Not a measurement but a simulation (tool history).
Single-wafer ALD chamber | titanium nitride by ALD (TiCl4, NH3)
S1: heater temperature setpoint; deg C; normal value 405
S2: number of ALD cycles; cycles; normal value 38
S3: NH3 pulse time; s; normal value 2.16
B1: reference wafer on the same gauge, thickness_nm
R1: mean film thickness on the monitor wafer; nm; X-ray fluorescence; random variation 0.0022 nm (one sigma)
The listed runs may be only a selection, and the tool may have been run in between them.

run 1 hour=0 | S1=405 S2=38 S3=2.16 | B1=0.92 | R1=0.864
run 2 hour=61 | S1=405 S2=38 S3=2.16 | B1=0.919 | R1=0.861
run 3 hour=132.5 | S1=405 S2=38 S3=2.16 | B1=0.918 | R1=0.855
run 4 hour=167.6 | S1=405 S2=38 S3=2.61 | B1=0.917 | R1=0.863
run 5 hour=203 | S1=405 S2=38 S3=2.61 | B1=0.917 | R1=0.861
run 6 hour=264.9 | S1=405 S2=38 S3=2.16 | B1=0.917 | R1=0.853
run 7 hour=335.8 | S1=405 S2=38 S3=2.16 | B1=0.916 | R1=0.859
run 8 hour=482.3 | S1=405 S2=33 S3=2.16 | B1=0.912 | R1=0.742
run 9 hour=525.6 | S1=405 S2=33 S3=2.16 | B1=0.911 | R1=0.741
run 10 hour=571.7 | S1=412 S2=38 S3=2.16 | B1=0.911 | R1=0.857
run 11 hour=607 | S1=405 S2=38 S3=2.16 | B1=0.91 | R1=0.849
run 12 hour=674.4 | S1=405 S2=38 S3=2.16 | B1=0.909 | R1=0.849
run 13 hour=710.4 | S1=405 S2=38 S3=2.63 | B1=0.908 | R1=0.856
run 14 hour=736.9 | S1=405 S2=38 S3=2.63 | B1=0.907 | R1=0.854
run 15 hour=786.5 | S1=405 S2=38 S3=2.63 | B1=0.907 | R1=0.854
-- hour=811.8 showerhead replaced
run 16 hour=849.6 | S1=405 S2=38 S3=2.16 | B1=0.906 | R1=0.848
run 17 hour=905.9 | S1=405 S2=38 S3=2.16 | B1=0.905 | R1=0.846
run 18 hour=957.3 | S1=396 S2=33 S3=2.16 | B1=0.903 | R1=0.731
-- hour=999.9 gauge calibrated
run 19 hour=1001.6 | S1=396 S2=33 S3=2.16 | B1=0.923 | R1=0.748
-- hour=1023.8 thermocouple changed; heater temperature recalibrated
run 20 hour=1037.2 | S1=396 S2=33 S3=2.16 | B1=0.923 | R1=0.748
run 21 hour=1080.4 | S1=405 S2=32 S3=2.16 | B1=0.923 | R1=0.729
run 22 hour=1148.1 | S1=396 S2=38 S3=1.59 | B1=0.924 | R1=0.855
run 23 hour=1195.5 | S1=405 S2=38 S3=2.16 | B1=0.923 | R1=0.863
run 24 hour=1251.2 | S1=415 S2=44 S3=2.86 | B1=0.924 | R1=1.012
run 25 hour=1282.8 | S1=419 S2=31 S3=2.16 | B1=0.924 | R1=0.709
run 26 hour=1313.3 | S1=400 S2=34 S3=1.76 | B1=0.923 | R1=0.766
run 27 hour=1380.6 | S1=417 S2=38 S3=2.16 | B1=0.923 | R1=0.866
run 28 hour=1530.2 | S1=405 S2=43 S3=2.97 | B1=0.922 | R1=0.982
run 29 hour=1593.6 | S1=394 S2=44 S3=2.16 | B1=0.922 | R1=0.992
run 30 hour=1619.1 | S1=405 S2=38 S3=2.16 | B1=0.921 | R1=0.865
run 31 hour=1667.8 | S1=418 S2=41 S3=2.95 | B1=0.922 | R1=0.937
run 32 hour=1716 | S1=409 S2=38 S3=2.16 | B1=0.92 | R1=0.865
run 33 hour=1765.1 | S1=405 S2=38 S3=2.16 | B1=0.921 | R1=0.864
run 34 hour=1826 | S1=398 S2=41 S3=1.68 | B1=0.919 | R1=0.918
run 35 hour=1872.7 | S1=405 S2=38 S3=2.16 | B1=0.92 | R1=0.858
run 36 hour=1906.6 | S1=405 S2=35 S3=1.82 | B1=0.918 | R1=0.791
run 37 hour=1954.3 | S1=399 S2=33 S3=1.75 | B1=0.919 | R1=0.739
run 38 hour=1985.7 | S1=405 S2=33 S3=2.16 | B1=0.918 | R1=0.746
run 39 hour=2091.2 | S1=405 S2=34 S3=2.16 | B1=0.916 | R1=0.767
run 40 hour=2120.3 | S1=420 S2=36 S3=2.71 | B1=0.917 | R1=0.822
run 41 hour=2290 | S1=405 S2=36 S3=2.16 | B1=0.913 | R1=0.811

Measured result minus the same run's result without the hidden state. Both carry the same run-to-run variation, though not necessarily the same gauge scatter:
Hidden state at play: wafer temperature above the value expected at the setpoint (K); gauge reads high (%).
run=1 R1=-0.006
run=2 R1=-0.006
run=3 R1=-0.007
run=4 R1=-0.007
run=5 R1=-0.008
run=6 R1=-0.009
run=7 R1=-0.01
run=8 R1=-0.011
run=9 R1=-0.011
run=10 R1=-0.014
run=11 R1=-0.014
run=12 R1=-0.016
run=13 R1=-0.016
run=14 R1=-0.017
run=15 R1=-0.018
run=16 R1=-0.019
run=17 R1=-0.02
run=18 R1=-0.018
run=19 R1=-0.002
run=20 R1=-0.002
run=21 R1=-0.002
run=22 R1=-0.002
run=23 R1=-0.002
run=24 R1=-0.003
run=25 R1=-0.002
run=26 R1=-0.003
run=27 R1=-0.003
run=28 R1=-0.004
run=29 R1=-0.005
run=30 R1=-0.004
run=31 R1=-0.005
run=32 R1=-0.004
run=33 R1=-0.006
run=34 R1=-0.006
run=35 R1=-0.006
run=36 R1=-0.006
run=37 R1=-0.006
run=38 R1=-0.006
run=39 R1=-0.008
run=40 R1=-0.009
run=41 R1=-0.011
